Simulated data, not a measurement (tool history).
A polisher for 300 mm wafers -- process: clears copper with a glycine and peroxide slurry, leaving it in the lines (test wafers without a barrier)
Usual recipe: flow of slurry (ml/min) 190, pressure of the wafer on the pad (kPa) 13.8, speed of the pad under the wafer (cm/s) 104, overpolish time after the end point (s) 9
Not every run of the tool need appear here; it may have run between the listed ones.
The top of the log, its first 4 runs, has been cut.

| run | day | flow of slurry (ml/min) | pressure of the wafer on the pad (kPa) | speed of the pad under the wafer (cm/s) | overpolish time after the end point (s) | wafers since the last listed run | wafers polished on this pad | hours since the slurry nozzle was cleaned | hours since the head pressure was calibrated | incoming thickness of the incoming film, nm | time until the end point was called (s) | dishing of a wide line in a test structure (angstrom) |
|---|---|---|---|---|---|---|---|---|---|---|---|---|
|  | 8.933 | slurry nozzle cleaned |
| 5 | 9.121 | 190 | 13.8 | 104 | 9 | 558 | 3388 | 4.5 | 658.7 | 595 | 167.6 | 177 |
|  | 9.688 | worn pad replaced by a new one |
| 6 | 11.438 | 190 | 13.8 | 104 | 9 | 470 | 383 | 60.1 | 714.3 | 589.3 | 169.6 | 179 |
| 7 | 13.083 | 190 | 13.8 | 104 | 9 | 360 | 743 | 99.6 | 753.8 | 596.2 | 173.1 | 177 |
| 8 | 14.175 | 190 | 13.8 | 104 | 9 | 239 | 982 | 125.8 | 780 | 584.5 | 171.8 | 184 |
| 9 | 16.8 | 190 | 13.8 | 84 | 9 | 574 | 1557 | 188.8 | 843 | 591.6 | 190.3 | 171 |
| 10 | 18.05 | 190 | 13.8 | 104 | 8 | 273 | 1831 | 218.8 | 873 | 585.8 | 168.4 | 163 |
| 11 | 19.117 | 190 | 13.8 | 104 | 8 | 233 | 2064 | 244.4 | 898.6 | 593.2 | 168.3 | 159 |
| 12 | 21.917 | 135 | 13.8 | 80 | 12 | 613 | 2678 | 311.6 | 965.8 | 596.4 | 209.8 | 192 |
| 13 | 23.242 | 230 | 12.4 | 104 | 9 | 290 | 2968 | 343.4 | 997.6 | 588.4 | 172.7 | 173 |
|  | 24.212 | head pressure recalibrated |
| 14 | 24.717 | 150 | 16.5 | 104 | 9 | 304 | 3272 | 378.8 | 12.1 | 592.2 | 158.5 | 187 |
|  | 25.071 | worn pad replaced by a new one |
| 15 | 25.817 | 190 | 13.8 | 104 | 9 | 204 | 163 | 405.2 | 38.5 | 590.3 | 169.5 | 185 |
| 16 | 27.642 | 210 | 11.7 | 104 | 6 | 399 | 562 | 449 | 82.3 | 594.2 | 188.8 | 125 |
|  | 29.812 | slurry nozzle cleaned |
| 17 | 29.958 | 190 | 13.8 | 104 | 9 | 498 | 1061 | 3.5 | 137.9 | 587.9 | 167.2 | 183 |
| 18 | 31.979 | 250 | 9.7 | 82 | 5 | 442 | 1503 | 52 | 186.4 | 585.5 | 227.7 | 87 |
| 19 | 34.1 | 190 | 13.8 | 104 | 9 | 464 | 1967 | 102.9 | 237.3 | 601.1 | 175.5 | 189 |
| 20 | 36.808 | 190 | 13.8 | 104 | 9 | 593 | 2560 | 167.9 | 302.3 | 599.3 | 174.4 | 187 |
| 21 | 37.958 | 165 | 11 | 86 | 13 | 251 | 2812 | 195.5 | 329.9 | 590.1 | 216.1 | 205 |
| 22 | 39.5 | 190 | 13.8 | 104 | 9 | 337 | 3150 | 232.5 | 366.9 | 585.6 | 165.4 | 180 |
| 23 | 40.617 | 190 | 16.5 | 104 | 14 | 244 | 3394 | 259.3 | 393.7 | 582.5 | 146.6 | 247 |
|  | 43.021 | worn pad replaced by a new one |
| 24 | 43.583 | 175 | 13.8 | 104 | 9 | 613 | 123 | 330.5 | 464.9 | 584.8 | 169.7 | 181 |
| 25 | 45.038 | 190 | 13.8 | 104 | 9 | 318 | 441 | 365.4 | 499.8 | 587.7 | 166.6 | 178 |
| 26 | 47.446 | 190 | 13.8 | 104 | 9 | 527 | 969 | 423.2 | 557.6 | 590 | 166 | 186 |

Run 27 has not been measured yet. What should we expect?
|  | 47.533 | slurry nozzle cleaned |
| 27 | 48.892 | 190 | 13.8 | 104 | 9 | 307 | 1276 | 32.6 | 592.3 | 593.6 | ? | ? |

{"run 27": {"time until the end point was called (s)": 170.8, "dishing of a wide line in a test structure (angstrom)": 178}}
With no hidden state in the tool, this same run would have given time until the end point was called (s) 170.8, dishing of a wide line in a test structure (angstrom) 178.
